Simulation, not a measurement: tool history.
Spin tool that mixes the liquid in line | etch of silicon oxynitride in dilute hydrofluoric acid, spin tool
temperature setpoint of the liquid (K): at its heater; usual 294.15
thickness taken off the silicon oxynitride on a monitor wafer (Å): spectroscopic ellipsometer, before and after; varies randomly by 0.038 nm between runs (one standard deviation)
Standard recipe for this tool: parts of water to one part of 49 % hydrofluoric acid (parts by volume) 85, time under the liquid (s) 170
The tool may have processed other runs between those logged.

run     day  temperature setpoint of the liquid (K)  parts of water to one part of 49 % hydrofluoric acid (parts by volume)  time under the liquid (s)  wafers since the last listed run  hours since the thermometer was replaced  hours since the hydrofluoric acid flow meter was replaced  hours since the gauge calibration  read-back film thickness of the silicon oxynitride reference wafer, read on the same gauge (nm)  thickness taken off the silicon oxynitride on a monitor wafer (Å)
  1       0                                  294.15                                                                      85                        170                                 0                                    2505.2                                                     1784.7                              666.9                                                                                           92.115                                                              46.24
  2   0.729                                  294.15                                                                      85                        170                               175                                    2522.7                                                     1802.2                              684.4                                                                                           92.186                                                              45.39
  3   1.442                                  294.15                                                                      85                        170                               171                                    2539.8                                                     1819.3                              701.5                                                                                           92.278                                                              46.42
  4   2.158                                  294.15                                                                      85                        170                               172                                      2557                                                     1836.5                              718.7                                                                                           92.439                                                              46.51
  5   2.717                                  294.15                                                                     105                        170                               134                                    2570.4                                                     1849.9                              732.1                                                                                           92.503                                                              37.27
  6   3.383                                  294.15                                                                     105                        170                               160                                    2586.4                                                     1865.9                              748.1                                                                                           92.667                                                              37.38
  7   4.267                                  294.15                                                                     105                        170                               212                                    2607.6                                                     1887.1                              769.3                                                                                           92.773                                                              37.68
  8   5.217                                  294.15                                                                     110                        170                               228                                    2630.4                                                     1909.9                              792.1                                                                                           92.988                                                               35.5
  9   5.888                                  294.15                                                                     110                        170                               161                                    2646.5                                                       1926                              808.2                                                                                           93.057                                                              35.63
 10   6.683                                  292.15                                                                      70                        170                               191                                    2665.6                                                     1945.1                              827.3                                                                                           93.247                                                              52.18
      7.246  -- gauge calibrated
 11   7.638                                  292.15                                                                      70                        170                               229                                    2688.5                                                       1968                                9.4                                                                                           90.189                                                              49.78
 12   8.638                                  292.15                                                                      70                        170                               240                                    2712.5                                                       1992                               33.4                                                                                           90.236                                                              49.79
 13   9.562                                  294.15                                                                      85                        170                               222                                    2734.7                                                     2014.2                               55.6                                                                                           90.184                                                              45.41
 14  10.879                                  294.15                                                                      75                        170                               317                                    2766.3                                                     2045.8                               87.2                                                                                           90.244                                                              51.79
 15  12.083                                  294.15                                                                      60                        170                               290                                    2795.2                                                     2074.7                              116.1                                                                                           90.284                                                              65.38
     12.462  -- hydrofluoric acid flow meter replaced
 16  12.775                                  292.15                                                                     100                        125                               156                                    2811.8                                                        7.5                              132.7                                                                                           90.306                                                               25.5
 17  13.596                                  296.15                                                                      65                        270                               197                                    2831.5                                                       27.2                              152.4                                                                                           90.326                                                             107.37
     15.021  -- thermometer replaced
 18  16.192                                  294.15                                                                      85                        170                               615                                      28.1                                                       89.5                              214.7                                                                                            90.43                                                               45.3
 19  17.312                                  298.15                                                                      60                        255                               270                                        55                                                      116.4                              241.6                                                                                           90.479                                                             120.82
 20  17.888                                  297.15                                                                      85                        170                               138                                      68.8                                                      130.2                              255.4                                                                                           90.514                                                              52.67
 21  19.133                                  294.15                                                                      85                        170                               300                                      98.7                                                      160.1                              285.3                                                                                           90.595                                                               46.1
 22  20.008                                  292.15                                                                      85                        220                               210                                     119.7                                                      181.1                              306.3                                                                                           90.691                                                              54.17
 23  21.267                                  294.15                                                                      85                        170                               303                                     149.9                                                      211.3                              336.5                                                                                           90.731                                                              45.21
 24  22.438                                  297.65                                                                      85                         80                               282                                       178                                                      239.4                              364.6                                                                                           90.893                                                              25.37
 25  23.075                                  294.15                                                                      85                        170                               153                                     193.3                                                      254.7                              379.9                                                                                           90.935                                                              45.51
 26  23.638                                  294.15                                                                      85                        170                               135                                     206.8                                                      268.2                              393.4                                                                                           90.977                                                              45.43
 27  24.258                                  294.15                                                                      85                        170                               149                                     221.7                                                      283.1                              408.3                                                                                           91.024                                                              45.25
 28  25.208                                  294.15                                                                     115                        170                               228                                     244.5                                                      305.9                              431.1                                                                                           91.139                                                              32.92
 29  26.704                                  298.15                                                                      85                        215                               360                                     280.4                                                      341.8                                467                                                                                           91.329                                                              69.82
 30  27.292                                  294.15                                                                      85                        245                               141                                     294.5                                                      355.9                              481.1                                                                                           91.307                                                              66.34
 31  27.954                                  291.65                                                                      85                        200                               159                                     310.4                                                      371.8                                497                                                                                           91.461                                                              47.33
 32  28.596                                  294.15                                                                      85                        170                               154                                     325.8                                                      387.2                              512.4                                                                                           91.505                                                              45.99
 33  29.379                                  297.65                                                                     110                        250                               188                                     344.6                                                        406                              531.2                                                                                           91.547                                                              61.89
 34  30.762                                  292.15                                                                     100                        125                               333                                     377.8                                                      439.2                              564.4                                                                                           91.796                                                              25.65

Here are 3 independent what-if runs from the current tool condition. What would each one return?
  A  30.783                                  294.15                                                                      85                        170                                 5                                     378.3                                                      439.7                              564.9                                                                                                ?                                                                  ?
  B  30.783                                  298.65                                                                      60                        170                                 5                                     378.3                                                      439.7                              564.9                                                                                                ?                                                                  ?
  C  30.783                                  292.15                                                                     115                        140                                 5                                     378.3                                                      439.7                              564.9                                                                                                ?                                                                  ?

run  read-back film thickness of the silicon oxynitride reference wafer, read on the same gauge (nm)  thickness taken off the silicon oxynitride on a monitor wafer (Å)
  A                                                                                           91.777                                                              46.63
  B                                                                                           91.777                                                              83.84
  C                                                                                           91.777                                                              25.19
Without the tool's unlogged condition, the same runs would have read:
run  thickness taken off the silicon oxynitride on a monitor wafer (Å)
  A                                                              45.72
  B                                                              82.21
  C                                                               24.7
